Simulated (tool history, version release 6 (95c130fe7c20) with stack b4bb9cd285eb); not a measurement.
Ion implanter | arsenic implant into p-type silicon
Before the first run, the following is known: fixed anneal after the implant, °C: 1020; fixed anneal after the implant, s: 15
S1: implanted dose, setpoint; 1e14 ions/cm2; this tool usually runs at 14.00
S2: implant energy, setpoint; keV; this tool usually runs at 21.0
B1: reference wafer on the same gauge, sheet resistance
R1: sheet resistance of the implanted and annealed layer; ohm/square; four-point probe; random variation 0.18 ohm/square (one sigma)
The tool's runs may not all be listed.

run 1 day=0.000 | S1=15.14 S2=21.0 | B1=120.08 | R1=113.74
run 2 day=0.392 | S1=14.00 S2=21.0 | B1=119.99 | R1=116.78
run 3 day=2.050 | S1=14.00 S2=21.0 | B1=119.77 | R1=117.02
run 4 day=2.421 | S1=14.00 S2=21.0 | B1=119.80 | R1=116.56
run 5 day=2.717 | S1=14.00 S2=21.0 | B1=119.65 | R1=116.63
run 6 day=3.254 | S1=14.00 S2=21.0 | B1=119.75 | R1=116.83
-- day=3.833 Faraday cup replaced and dose calibrated
run 7 day=3.854 | S1=15.33 S2=15.5 | B1=119.67 | R1=123.07
run 8 day=4.308 | S1=14.00 S2=21.0 | B1=119.58 | R1=116.73
run 9 day=4.700 | S1=14.00 S2=21.0 | B1=119.48 | R1=116.89
-- day=4.750 gauge calibrated
run 10 day=5.150 | S1=14.00 S2=21.0 | B1=120.85 | R1=117.81
run 11 day=5.408 | S1=14.00 S2=21.0 | B1=120.78 | R1=117.81
run 12 day=5.896 | S1=14.00 S2=21.0 | B1=120.69 | R1=117.39
-- day=6.475 extraction supply calibrated
run 13 day=6.629 | S1=14.00 S2=25.0 | B1=120.57 | R1=112.01
run 14 day=7.358 | S1=14.00 S2=25.0 | B1=120.57 | R1=111.72
run 15 day=8.054 | S1=14.00 S2=25.0 | B1=120.38 | R1=112.14
run 16 day=8.733 | S1=14.00 S2=21.0 | B1=120.34 | R1=117.26
run 17 day=8.992 | S1=14.00 S2=26.5 | B1=120.42 | R1=109.95
run 18 day=9.704 | S1=14.00 S2=21.0 | B1=120.25 | R1=117.07
run 19 day=10.258 | S1=15.22 S2=19.0 | B1=120.18 | R1=117.33
run 20 day=10.512 | S1=16.96 S2=21.0 | B1=120.10 | R1=110.34
run 21 day=10.858 | S1=10.12 S2=26.0 | B1=119.98 | R1=129.52
run 22 day=11.512 | S1=17.63 S2=25.5 | B1=120.03 | R1=102.54
run 23 day=11.921 | S1=12.42 S2=21.0 | B1=120.03 | R1=122.65
run 24 day=12.371 | S1=17.96 S2=18.5 | B1=119.96 | R1=112.63
run 25 day=12.708 | S1=12.86 S2=19.0 | B1=119.90 | R1=123.97
run 26 day=13.021 | S1=11.26 S2=14.5 | B1=119.82 | R1=138.99
run 27 day=13.492 | S1=12.86 S2=19.0 | B1=119.78 | R1=123.66
run 28 day=14.150 | S1=14.00 S2=21.0 | B1=119.71 | R1=116.59
run 29 day=14.417 | S1=9.91 S2=18.5 | B1=119.67 | R1=140.84
run 30 day=15.050 | S1=14.00 S2=21.0 | B1=119.51 | R1=116.76
run 31 day=15.458 | S1=11.45 S2=18.5 | B1=119.51 | R1=130.71
run 32 day=15.950 | S1=10.10 S2=26.0 | B1=119.44 | R1=128.67
run 33 day=16.612 | S1=16.94 S2=17.5 | B1=119.37 | R1=115.85
run 34 day=17.112 | S1=9.84 S2=16.5 | B1=119.47 | R1=143.89
run 35 day=17.562 | S1=11.20 S2=28.0 | B1=119.34 | R1=119.19
run 36 day=18.108 | S1=10.37 S2=13.5 | B1=119.33 | R1=145.39

Alternative continuations, all from the tool just after run 36; predict every row:
run A day=18.125 | S1=12.66 S2=21.0 | B1=? | R1=?
run B day=18.125 | S1=16.17 S2=16.5 | B1=? | R1=?
run C day=18.125 | S1=16.78 S2=17.5 | B1=? | R1=?
run D day=18.125 | S1=17.23 S2=21.0 | B1=? | R1=?
run E day=18.125 | S1=17.95 S2=21.0 | B1=? | R1=?

run=A B1=119.25 R1=120.83
run=B B1=119.25 R1=118.58
run=C B1=119.25 R1=115.68
run=D B1=119.25 R1=109.01
run=E B1=119.25 R1=107.89
With no hidden state in the tool, these same runs would have given:
run=A R1=122.63
run=B R1=120.35
run=C R1=117.40
run=D R1=110.63
run=E R1=109.50

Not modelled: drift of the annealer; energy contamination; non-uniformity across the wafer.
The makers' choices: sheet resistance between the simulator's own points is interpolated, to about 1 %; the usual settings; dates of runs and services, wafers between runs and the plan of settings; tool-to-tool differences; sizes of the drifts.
